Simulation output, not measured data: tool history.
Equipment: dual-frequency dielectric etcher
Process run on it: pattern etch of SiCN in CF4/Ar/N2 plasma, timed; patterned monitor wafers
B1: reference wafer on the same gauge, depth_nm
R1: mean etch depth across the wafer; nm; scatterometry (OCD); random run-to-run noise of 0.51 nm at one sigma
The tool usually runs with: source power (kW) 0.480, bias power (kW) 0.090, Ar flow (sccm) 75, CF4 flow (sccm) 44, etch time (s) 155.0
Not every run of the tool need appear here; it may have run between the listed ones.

Run 1, day 0.000: usual settings; B1 177.8. Result: R1 147.6 nm.
Run 2, day 0.512: usual settings; B1 177.9. Result: R1 148.0 nm.
Run 3, day 1.700: usual settings; B1 178.1. Result: R1 147.4 nm.
Run 4, day 2.400: usual settings; B1 177.8. Result: R1 147.5 nm.
At day 3.283: gauge calibrated.
Run 5, day 3.650: usual settings; B1 178.0. Result: R1 145.8 nm.
At day 4.475: CF4 flow controller replaced.
At day 5.592: wet clean of the chamber.
Run 6, day 5.612: usual settings; B1 178.1. Result: R1 152.8 nm.
Run 7, day 5.983: usual settings; B1 178.0. Result: R1 152.6 nm.
At day 7.212: Ar flow controller replaced.
At day 7.500: upper electrode replaced.
Run 8, day 7.521: usual settings; B1 178.0. Result: R1 151.5 nm.
Run 9, day 7.933: usual settings; B1 177.9. Result: R1 151.5 nm.
Run 10, day 8.579: usual settings; B1 178.1. Result: R1 151.2 nm.
Run 11, day 9.279: usual settings but Ar flow (sccm) 89; B1 178.1. Result: R1 148.1 nm.
At day 9.921: bias power generator calibrated.
Run 12, day 10.100: usual settings but source power (kW) 0.590, Ar flow (sccm) 81, CF4 flow (sccm) 37, etch time (s) 200.5; B1 178.1. Result: R1 223.9 nm.
At day 10.292: source power generator calibrated.
At day 10.479: gauge calibrated.
Run 13, day 10.633: usual settings but etch time (s) 167.5; B1 178.0. Result: R1 162.4 nm.
Run 14, day 11.804: usual settings but bias power (kW) 0.084, Ar flow (sccm) 89, CF4 flow (sccm) 49, etch time (s) 127.0; B1 178.0. Result: R1 119.6 nm.
Run 15, day 12.588: usual settings but source power (kW) 0.580, bias power (kW) 0.081; B1 177.9. Result: R1 170.0 nm.
Run 16, day 13.162: usual settings but source power (kW) 0.590, bias power (kW) 0.106, etch time (s) 141.0; B1 177.9. Result: R1 171.5 nm.

What if the next run were any one of these 3? Each begins from the tool's condition after run 16:
Run A, day 13.183: usual settings but Ar flow (sccm) 93; B1 ?. Result: R1 ?.
Run B, day 13.183: usual settings but source power (kW) 0.400, Ar flow (sccm) 86, CF4 flow (sccm) 51, etch time (s) 195.0; B1 ?. Result: R1 ?.
Run C, day 13.183: usual settings but source power (kW) 0.440, Ar flow (sccm) 69, etch time (s) 193.0; B1 ?. Result: R1 ?.

run     B1     R1
  A  177.8  143.4
  B  177.8  159.5
  C  177.8  173.2
What these runs would have given with no unlogged condition in the tool:
run     R1
  A  147.0
  B  163.4
  C  177.5

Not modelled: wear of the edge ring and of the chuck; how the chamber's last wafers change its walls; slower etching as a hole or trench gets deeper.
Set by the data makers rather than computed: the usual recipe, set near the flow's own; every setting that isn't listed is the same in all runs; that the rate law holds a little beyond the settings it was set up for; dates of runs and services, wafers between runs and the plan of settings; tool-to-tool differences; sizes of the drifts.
